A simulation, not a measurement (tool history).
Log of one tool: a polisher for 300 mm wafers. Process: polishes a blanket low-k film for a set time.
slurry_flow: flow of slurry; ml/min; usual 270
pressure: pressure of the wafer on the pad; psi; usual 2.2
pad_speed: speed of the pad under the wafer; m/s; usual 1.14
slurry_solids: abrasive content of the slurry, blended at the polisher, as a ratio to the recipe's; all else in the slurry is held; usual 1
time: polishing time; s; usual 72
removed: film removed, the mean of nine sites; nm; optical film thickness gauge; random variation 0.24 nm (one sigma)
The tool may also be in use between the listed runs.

run    hour  slurry_flow  pressure  pad_speed  slurry_solids  time  incoming thickness of the incoming film, nm  removed
  1       0          270       2.2       1.14              1    72                                        717.4     31.6
  2    26.5          270       2.2       1.14              1    72                                        718.9     31.5
       35.9  -- worn pad replaced by a new one
       59.5  -- slurry blender recalibrated
  3    86.6          270       2.2       1.14              1    72                                          705       31
       96.1  -- head pressure recalibrated
  4   122.6          270       2.7       1.14              1    72                                        712.5     36.7
  5   199.2          270       2.2       1.14              1    72                                        709.9     31.3
  6     267          270       1.8       1.14              1    72                                        703.5     26.8
      312.8  -- conditioning disc replaced and pad reconditioned
      373.6  -- slurry nozzle cleaned
      425.3  -- worn pad replaced by a new one
  7     428          270       1.8       1.14              1    72                                        700.1     26.6
      472.1  -- slurry blender recalibrated
  8     483          270       2.2       1.14              1    72                                        707.5     31.6
  9     554          305       2.2       0.86              1    72                                        717.1     25.2
 10   590.3          270       2.2       1.14              1    72                                        710.5     31.2
 11   658.2          190       2.6       1.14              1    72                                        718.8     33.7
 12   718.7          300       2.7       1.14           1.15    63                                        720.4     34.4
      735.7  -- slurry nozzle cleaned
      763.2  -- head pressure recalibrated
 13   780.4          270       2.2       1.14            1.1    91                                        719.2     40.8
 14     815          270       2.2       1.54              1    50                                          708     27.1
      841.2  -- conditioning disc replaced and pad reconditioned
 15   841.7          270       1.8       0.96              1    72                                        716.6     23.1
      857.1  -- worn pad replaced by a new one
 16   883.2          310       2.2       1.36              1    72                                        708.8     36.7
      920.3  -- slurry blender recalibrated
 17   955.1          270       2.2       1.14              1    72                                        715.5     31.4
 18    1021          270         3       0.88            1.2    64                                        720.7     31.5
 19  1048.2          270       2.2       0.78              1    60                                          710     19.1
     1088.5  -- slurry nozzle cleaned
 20  1115.3          270       2.8       1.14              1    72                                        712.5     38.3
 21    1185          270       2.2       1.34              1    72                                        718.3     35.7
     1221.2  -- worn pad replaced by a new one
 22    1236          315       2.2       1.14           0.85    72                                          723     29.5
 23  1269.8          270       2.5       0.76              1    54                                        708.2       19
     1292.7  -- head pressure recalibrated
 24  1333.6          270       2.2       1.14              1    72                                        721.5     31.1

Forecast each of these 5 alternatives for the next run:
  A  1334          270       2.2       1.14              1    72                                        708.3        ?
  B  1334          180       2.6       1.14            1.2    63                                        708.3        ?
  C  1334          270       2.2       1.14            1.3    72                                        708.3        ?
  D  1334          270       2.9       1.14              1    86                                        708.3        ?
  E  1334          270       2.2       1.14           1.15    72                                        708.3        ?

run  removed
  A     31.6
  B     32.3
  C     34.9
  D     47.5
  E     33.3
Without the tool's hidden state the same runs would have given:
run  removed
  A     31.6
  B     32.3
  C     34.9
  D     47.5
  E     33.3
